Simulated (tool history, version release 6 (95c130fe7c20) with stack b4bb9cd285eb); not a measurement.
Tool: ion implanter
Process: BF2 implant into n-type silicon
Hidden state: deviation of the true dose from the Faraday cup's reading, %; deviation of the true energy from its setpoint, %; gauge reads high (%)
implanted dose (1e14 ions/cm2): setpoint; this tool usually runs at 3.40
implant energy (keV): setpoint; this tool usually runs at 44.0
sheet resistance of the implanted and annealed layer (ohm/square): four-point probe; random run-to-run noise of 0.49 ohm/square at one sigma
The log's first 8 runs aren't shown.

run,hour,implanted dose (1e14 ions/cm2),implant energy (keV),wafers since the last listed run,hours since the last dose calibration,hours since the extraction supply was calibrated,hours since the gauge calibration,"read-back reference wafer on the same gauge, sheet resistance",sheet resistance of the implanted and annealed layer (ohm/square)
# hour 117.4: extraction supply calibrated
9,117.9,3.40,44.0,129,2032.2,0.5,270.4,325.05,311.12
10,119.1,3.40,44.0,16,2033.4,1.7,271.6,324.93,311.15
11,132.8,3.40,44.0,188,2047.1,15.4,285.3,324.99,310.88
12,147.4,3.40,44.0,200,2061.7,30.0,299.9,324.87,312.03
13,163.7,2.81,38.5,223,2078.0,46.3,316.2,325.06,373.08
# hour 177.8: Faraday cup replaced and dose calibrated
14,178.4,2.82,52.0,92,0.6,61.0,330.9,325.02,376.76
15,194.2,3.40,36.5,217,16.4,76.8,346.7,324.95,332.25
16,207.0,3.80,55.5,175,29.2,89.6,359.5,325.20,289.14
17,214.2,3.04,29.0,98,36.4,96.8,366.7,324.97,372.28
18,230.6,2.97,54.5,225,52.8,113.2,383.1,324.96,358.16
# hour 235.2: gauge calibrated
19,245.4,2.88,30.5,203,67.6,128.0,10.2,324.99,388.61
20,258.4,3.40,44.0,178,80.6,141.0,23.2,324.94,326.57
21,265.6,3.40,44.0,98,87.8,148.2,30.4,324.95,325.38
22,277.8,2.51,48.5,167,100.0,160.4,42.6,325.12,419.21

Estimate the outcome of run 23 from the log above:
23,288.0,2.76,44.0,140,110.2,170.6,52.8,?,?

read-back reference wafer on the same gauge, sheet resistance: 324.94
sheet resistance of the implanted and annealed layer (ohm/square): 389.45
Were there no unlogged condition in the tool, this run, its random variation unchanged, would have produced sheet resistance of the implanted and annealed layer (ohm/square) 393.07.
